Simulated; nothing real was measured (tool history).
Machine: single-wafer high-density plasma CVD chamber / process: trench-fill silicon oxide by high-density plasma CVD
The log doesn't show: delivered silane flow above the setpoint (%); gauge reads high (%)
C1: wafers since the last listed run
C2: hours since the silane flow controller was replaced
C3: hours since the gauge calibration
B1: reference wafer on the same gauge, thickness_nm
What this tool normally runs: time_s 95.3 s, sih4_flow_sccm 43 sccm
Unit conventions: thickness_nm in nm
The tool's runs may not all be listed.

{"run": 1, "day": 0.0, "time_s": 95.3, "sih4_flow_sccm": 40, "C1": 0, "C2": 803.7, "C3": 1333.9, "B1": 474.813, "thickness_nm": 399.252}
{"run": 2, "day": 2.933, "time_s": 95.3, "sih4_flow_sccm": 40, "C1": 764, "C2": 874.1, "C3": 1404.3, "B1": 475.142, "thickness_nm": 401.45}
{"run": 3, "day": 4.871, "time_s": 109.8, "sih4_flow_sccm": 48, "C1": 504, "C2": 920.6, "C3": 1450.8, "B1": 475.168, "thickness_nm": 508.534}
{"day": 5.846, "done": "gauge calibrated"}
{"run": 4, "day": 7.838, "time_s": 109.8, "sih4_flow_sccm": 48, "C1": 772, "C2": 991.8, "C3": 47.8, "B1": 475.28, "thickness_nm": 508.659}
{"run": 5, "day": 10.538, "time_s": 81.9, "sih4_flow_sccm": 37, "C1": 703, "C2": 1056.6, "C3": 112.6, "B1": 475.13, "thickness_nm": 331.385}
{"run": 6, "day": 12.442, "time_s": 81.9, "sih4_flow_sccm": 37, "C1": 496, "C2": 1102.3, "C3": 158.3, "B1": 474.944, "thickness_nm": 330.597}
{"run": 7, "day": 15.375, "time_s": 95.3, "sih4_flow_sccm": 43, "C1": 764, "C2": 1172.7, "C3": 228.7, "B1": 474.949, "thickness_nm": 418.609}
{"run": 8, "day": 17.946, "time_s": 95.3, "sih4_flow_sccm": 47, "C1": 669, "C2": 1234.4, "C3": 290.4, "B1": 475.018, "thickness_nm": 437.342}
{"run": 9, "day": 19.592, "time_s": 110.1, "sih4_flow_sccm": 49, "C1": 428, "C2": 1273.9, "C3": 329.9, "B1": 475.133, "thickness_nm": 519.239}
{"run": 10, "day": 21.633, "time_s": 110.1, "sih4_flow_sccm": 49, "C1": 531, "C2": 1322.9, "C3": 378.9, "B1": 474.958, "thickness_nm": 518.61}
{"run": 11, "day": 24.167, "time_s": 95.3, "sih4_flow_sccm": 43, "C1": 660, "C2": 1383.7, "C3": 439.7, "B1": 474.751, "thickness_nm": 417.438}
{"run": 12, "day": 25.4, "time_s": 95.3, "sih4_flow_sccm": 43, "C1": 321, "C2": 1413.3, "C3": 469.3, "B1": 474.911, "thickness_nm": 418.131}
{"run": 13, "day": 28.338, "time_s": 95.3, "sih4_flow_sccm": 43, "C1": 765, "C2": 1483.8, "C3": 539.8, "B1": 475.066, "thickness_nm": 419.639}
{"run": 14, "day": 30.883, "time_s": 86.2, "sih4_flow_sccm": 43, "C1": 663, "C2": 1544.9, "C3": 600.9, "B1": 475.076, "thickness_nm": 379.782}
{"run": 15, "day": 32.45, "time_s": 95.3, "sih4_flow_sccm": 43, "C1": 408, "C2": 1582.5, "C3": 638.5, "B1": 475.012, "thickness_nm": 420.446}
{"run": 16, "day": 34.054, "time_s": 95.3, "sih4_flow_sccm": 43, "C1": 417, "C2": 1621.0, "C3": 677.0, "B1": 475.214, "thickness_nm": 420.307}
{"run": 17, "day": 35.333, "time_s": 95.3, "sih4_flow_sccm": 43, "C1": 333, "C2": 1651.7, "C3": 707.7, "B1": 474.687, "thickness_nm": 419.283}
{"run": 18, "day": 42.671, "time_s": 100.7, "sih4_flow_sccm": 43, "C1": 1911, "C2": 1827.8, "C3": 883.8, "B1": 475.058, "thickness_nm": 445.452}
{"run": 19, "day": 44.496, "time_s": 100.7, "sih4_flow_sccm": 43, "C1": 475, "C2": 1871.6, "C3": 927.6, "B1": 474.985, "thickness_nm": 446.787}
{"run": 20, "day": 45.738, "time_s": 100.7, "sih4_flow_sccm": 43, "C1": 323, "C2": 1901.4, "C3": 957.4, "B1": 474.92, "thickness_nm": 445.779}
{"run": 21, "day": 47.221, "time_s": 85.1, "sih4_flow_sccm": 47, "C1": 386, "C2": 1937.0, "C3": 993.0, "B1": 475.136, "thickness_nm": 395.565}
{"run": 22, "day": 49.933, "time_s": 80.9, "sih4_flow_sccm": 51, "C1": 706, "C2": 2002.1, "C3": 1058.1, "B1": 475.01, "thickness_nm": 393.231}
{"run": 23, "day": 52.338, "time_s": 95.3, "sih4_flow_sccm": 43, "C1": 626, "C2": 2059.8, "C3": 1115.8, "B1": 475.329, "thickness_nm": 421.743}
{"run": 24, "day": 53.592, "time_s": 77.2, "sih4_flow_sccm": 47, "C1": 326, "C2": 2089.9, "C3": 1145.9, "B1": 475.072, "thickness_nm": 357.425}
{"run": 25, "day": 55.408, "time_s": 100.7, "sih4_flow_sccm": 38, "C1": 473, "C2": 2133.5, "C3": 1189.5, "B1": 474.869, "thickness_nm": 420.229}
{"day": 60.383, "done": "gauge calibrated"}
{"run": 26, "day": 63.621, "time_s": 112.2, "sih4_flow_sccm": 45, "C1": 2139, "C2": 2330.6, "C3": 77.7, "B1": 475.011, "thickness_nm": 512.454}
{"run": 27, "day": 65.208, "time_s": 95.3, "sih4_flow_sccm": 35, "C1": 413, "C2": 2368.7, "C3": 115.8, "B1": 474.943, "thickness_nm": 384.112}
{"run": 28, "day": 67.342, "time_s": 85.3, "sih4_flow_sccm": 51, "C1": 555, "C2": 2419.9, "C3": 167.0, "B1": 474.69, "thickness_nm": 419.017}
{"run": 29, "day": 68.529, "time_s": 76.7, "sih4_flow_sccm": 43, "C1": 309, "C2": 2448.4, "C3": 195.5, "B1": 474.864, "thickness_nm": 341.439}

Run 30 has not been measured yet. What should we expect?
{"run": 30, "day": 70.158, "time_s": 95.3, "sih4_flow_sccm": 39, "C1": 424, "C2": 2487.5, "C3": 234.6, "B1": "?", "thickness_nm": "?"}

{"run 30": {"B1": 474.871, "thickness_nm": 403.519}}
Minus the tool's unlogged condition, the same run would have read thickness_nm 390.383 nm.
